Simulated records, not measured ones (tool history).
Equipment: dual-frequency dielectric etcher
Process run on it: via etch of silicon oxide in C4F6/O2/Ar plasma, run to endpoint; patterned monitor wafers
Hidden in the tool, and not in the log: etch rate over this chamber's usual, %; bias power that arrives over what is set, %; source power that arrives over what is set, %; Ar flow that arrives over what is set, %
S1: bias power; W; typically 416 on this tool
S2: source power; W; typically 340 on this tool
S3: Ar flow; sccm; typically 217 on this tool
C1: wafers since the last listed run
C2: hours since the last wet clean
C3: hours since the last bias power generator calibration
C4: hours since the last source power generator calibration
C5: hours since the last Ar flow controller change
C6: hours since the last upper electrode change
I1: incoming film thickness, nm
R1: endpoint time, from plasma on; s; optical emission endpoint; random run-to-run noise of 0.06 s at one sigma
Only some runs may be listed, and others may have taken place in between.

run 1 hour=0.0 | S1=416 S2=340 S3=188 | C1=0 C2=253.0 C3=2840.1 C4=2502.8 C5=5381.5 C6=2189.0 | I1=84.9 | R1=19.5
run 2 hour=15.4 | S1=416 S2=340 S3=188 | C1=175 C2=268.4 C3=2855.5 C4=2518.2 C5=5396.9 C6=2204.4 | I1=84.4 | R1=19.4
run 3 hour=24.0 | S1=416 S2=340 S3=188 | C1=97 C2=277.0 C3=2864.1 C4=2526.8 C5=5405.5 C6=2213.0 | I1=84.6 | R1=19.5
run 4 hour=33.2 | S1=366 S2=340 S3=217 | C1=104 C2=286.2 C3=2873.3 C4=2536.0 C5=5414.7 C6=2222.2 | I1=85.2 | R1=20.9
run 5 hour=45.4 | S1=366 S2=340 S3=217 | C1=138 C2=298.4 C3=2885.5 C4=2548.2 C5=5426.9 C6=2234.4 | I1=84.5 | R1=20.6
run 6 hour=60.0 | S1=366 S2=340 S3=217 | C1=166 C2=313.0 C3=2900.1 C4=2562.8 C5=5441.5 C6=2249.0 | I1=84.1 | R1=20.4
run 7 hour=73.1 | S1=416 S2=340 S3=217 | C1=149 C2=326.1 C3=2913.2 C4=2575.9 C5=5454.6 C6=2262.1 | I1=84.6 | R1=19.7
run 8 hour=87.4 | S1=416 S2=340 S3=217 | C1=162 C2=340.4 C3=2927.5 C4=2590.2 C5=5468.9 C6=2276.4 | I1=84.6 | R1=19.6
run 9 hour=101.9 | S1=416 S2=340 S3=181 | C1=164 C2=354.9 C3=2942.0 C4=2604.7 C5=5483.4 C6=2290.9 | I1=84.2 | R1=19.1
run 10 hour=108.4 | S1=416 S2=340 S3=181 | C1=73 C2=361.4 C3=2948.5 C4=2611.2 C5=5489.9 C6=2297.4 | I1=84.6 | R1=19.2
run 11 hour=118.9 | S1=416 S2=340 S3=181 | C1=119 C2=371.9 C3=2959.0 C4=2621.7 C5=5500.4 C6=2307.9 | I1=84.2 | R1=19.0
run 12 hour=134.9 | S1=416 S2=340 S3=217 | C1=182 C2=387.9 C3=2975.0 C4=2637.7 C5=5516.4 C6=2323.9 | I1=84.6 | R1=19.7
-- hour=143.8 source power generator calibrated
run 13 hour=145.4 | S1=479 S2=310 S3=193 | C1=73 C2=398.4 C3=2985.5 C4=1.6 C5=5526.9 C6=2334.4 | I1=84.3 | R1=18.9
run 14 hour=158.7 | S1=416 S2=310 S3=217 | C1=151 C2=411.7 C3=2998.8 C4=14.9 C5=5540.2 C6=2347.7 | I1=84.4 | R1=20.1
-- hour=166.2 bias power generator calibrated
run 15 hour=168.0 | S1=492 S2=280 S3=198 | C1=60 C2=421.0 C3=1.8 C4=24.2 C5=5549.5 C6=2357.0 | I1=84.8 | R1=19.1
-- hour=195.8 wet clean of the chamber
-- hour=197.9 Ar flow controller replaced
-- hour=202.6 upper electrode replaced
run 16 hour=203.1 | S1=317 S2=340 S3=217 | C1=48 C2=7.3 C3=36.9 C4=59.3 C5=5.2 C6=0.5 | I1=84.2 | R1=21.8
run 17 hour=203.5 | S1=483 S2=310 S3=217 | C1=4 C2=7.7 C3=37.3 C4=59.7 C5=5.6 C6=0.9 | I1=83.8 | R1=19.6
run 18 hour=211.3 | S1=484 S2=290 S3=252 | C1=88 C2=15.5 C3=45.1 C4=67.5 C5=13.4 C6=8.7 | I1=84.7 | R1=20.5
run 19 hour=221.3 | S1=416 S2=340 S3=188 | C1=113 C2=25.5 C3=55.1 C4=77.5 C5=23.4 C6=18.7 | I1=83.9 | R1=19.6
run 20 hour=234.6 | S1=416 S2=340 S3=183 | C1=151 C2=38.8 C3=68.4 C4=90.8 C5=36.7 C6=32.0 | I1=84.5 | R1=19.6
run 21 hour=240.7 | S1=416 S2=340 S3=217 | C1=69 C2=44.9 C3=74.5 C4=96.9 C5=42.8 C6=38.1 | I1=84.6 | R1=20.2
run 22 hour=254.7 | S1=372 S2=300 S3=186 | C1=159 C2=58.9 C3=88.5 C4=110.9 C5=56.8 C6=52.1 | I1=84.4 | R1=20.9
run 23 hour=266.9 | S1=416 S2=410 S3=217 | C1=138 C2=71.1 C3=100.7 C4=123.1 C5=69.0 C6=64.3 | I1=83.7 | R1=19.0
run 24 hour=277.1 | S1=506 S2=340 S3=265 | C1=116 C2=81.3 C3=110.9 C4=133.3 C5=79.2 C6=74.5 | I1=84.9 | R1=19.5

Branching from run 24: 5 alternative next runs. What would each branch give?
run A hour=277.5 | S1=375 S2=340 S3=217 | C1=4 C2=81.7 C3=111.3 C4=133.7 C5=79.6 C6=74.9 | I1=84.5 | R1=?
run B hour=277.5 | S1=416 S2=340 S3=195 | C1=4 C2=81.7 C3=111.3 C4=133.7 C5=79.6 C6=74.9 | I1=84.5 | R1=?
run C hour=277.5 | S1=416 S2=320 S3=217 | C1=4 C2=81.7 C3=111.3 C4=133.7 C5=79.6 C6=74.9 | I1=84.5 | R1=?
run D hour=277.5 | S1=443 S2=260 S3=217 | C1=4 C2=81.7 C3=111.3 C4=133.7 C5=79.6 C6=74.9 | I1=84.5 | R1=?
run E hour=277.5 | S1=372 S2=340 S3=217 | C1=4 C2=81.7 C3=111.3 C4=133.7 C5=79.6 C6=74.9 | I1=84.5 | R1=?

run=A R1=20.8
run=B R1=19.8
run=C R1=20.4
run=D R1=20.9
run=E R1=20.8
With the hidden condition removed and each run's random variation left untouched, the same runs would have given:
run=A R1=20.9
run=B R1=19.9
run=C R1=20.5
run=D R1=21.0
run=E R1=20.9

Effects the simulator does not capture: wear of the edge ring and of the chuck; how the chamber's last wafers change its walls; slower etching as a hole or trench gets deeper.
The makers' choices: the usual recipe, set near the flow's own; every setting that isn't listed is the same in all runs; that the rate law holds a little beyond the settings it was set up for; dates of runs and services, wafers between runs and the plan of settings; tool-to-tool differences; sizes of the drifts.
